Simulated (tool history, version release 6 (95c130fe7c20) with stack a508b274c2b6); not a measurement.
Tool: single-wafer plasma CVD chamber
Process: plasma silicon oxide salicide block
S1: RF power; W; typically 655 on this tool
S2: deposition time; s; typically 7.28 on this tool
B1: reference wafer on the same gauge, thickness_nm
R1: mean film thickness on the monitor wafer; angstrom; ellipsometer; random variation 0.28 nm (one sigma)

{"run": 1, "hour": 0.0, "S1": 655, "S2": 7.28, "B1": 72.16, "R1": 772.15}
{"run": 2, "hour": 15.8, "S1": 655, "S2": 7.28, "B1": 72.27, "R1": 777.16}
{"run": 3, "hour": 38.0, "S1": 655, "S2": 7.28, "B1": 72.193, "R1": 773.1}
{"run": 4, "hour": 50.5, "S1": 655, "S2": 7.28, "B1": 72.092, "R1": 773.13}
{"run": 5, "hour": 83.2, "S1": 655, "S2": 7.28, "B1": 72.185, "R1": 773.14}
{"run": 6, "hour": 114.9, "S1": 655, "S2": 7.28, "B1": 71.999, "R1": 775.17}
{"run": 7, "hour": 138.0, "S1": 755, "S2": 6.84, "B1": 72.01, "R1": 764.93}
{"run": 8, "hour": 173.8, "S1": 655, "S2": 6.91, "B1": 71.815, "R1": 728.98}
{"run": 9, "hour": 213.3, "S1": 655, "S2": 6.91, "B1": 71.657, "R1": 725.46}
{"run": 10, "hour": 234.4, "S1": 655, "S2": 7.28, "B1": 71.611, "R1": 768.94}
{"run": 11, "hour": 261.6, "S1": 720, "S2": 6.52, "B1": 71.341, "R1": 705.8}
{"hour": 270.5, "done": "showerhead replaced"}
{"hour": 290.4, "done": "gauge calibrated"}
{"run": 12, "hour": 294.6, "S1": 700, "S2": 8.32, "B1": 72.31, "R1": 900.09}
{"run": 13, "hour": 322.6, "S1": 585, "S2": 7.28, "B1": 72.238, "R1": 748.07}
{"run": 14, "hour": 338.3, "S1": 655, "S2": 7.28, "B1": 72.232, "R1": 779.96}
{"run": 15, "hour": 354.0, "S1": 655, "S2": 8.67, "B1": 72.158, "R1": 919.24}
{"hour": 368.0, "done": "RF generator calibrated"}
{"run": 16, "hour": 379.6, "S1": 740, "S2": 7.75, "B1": 72.102, "R1": 858.31}
{"run": 17, "hour": 404.6, "S1": 610, "S2": 7.28, "B1": 72.146, "R1": 755.96}
{"run": 18, "hour": 437.4, "S1": 530, "S2": 7.28, "B1": 72.052, "R1": 714.37}
{"run": 19, "hour": 457.4, "S1": 655, "S2": 7.28, "B1": 71.902, "R1": 778.67}
{"run": 20, "hour": 486.4, "S1": 655, "S2": 7.28, "B1": 71.777, "R1": 764.83}

4 ways to go on from here, each from the tool as it stands after run 20. What would each give?
{"run": "A", "hour": 486.8, "S1": 615, "S2": 7.28, "B1": "?", "R1": "?"}
{"run": "B", "hour": 486.8, "S1": 750, "S2": 7.28, "B1": "?", "R1": "?"}
{"run": "C", "hour": 486.8, "S1": 655, "S2": 8.25, "B1": "?", "R1": "?"}
{"run": "D", "hour": 486.8, "S1": 655, "S2": 6.9, "B1": "?", "R1": "?"}

run=A B1=71.765 R1=751.62
run=B B1=71.765 R1=806.77
run=C B1=71.765 R1=871.39
run=D B1=71.765 R1=728.8
Without the tool's unlogged condition, the same runs would have read:
run=A R1=755.31
run=B R1=810.73
run=C R1=875.67
run=D R1=732.38
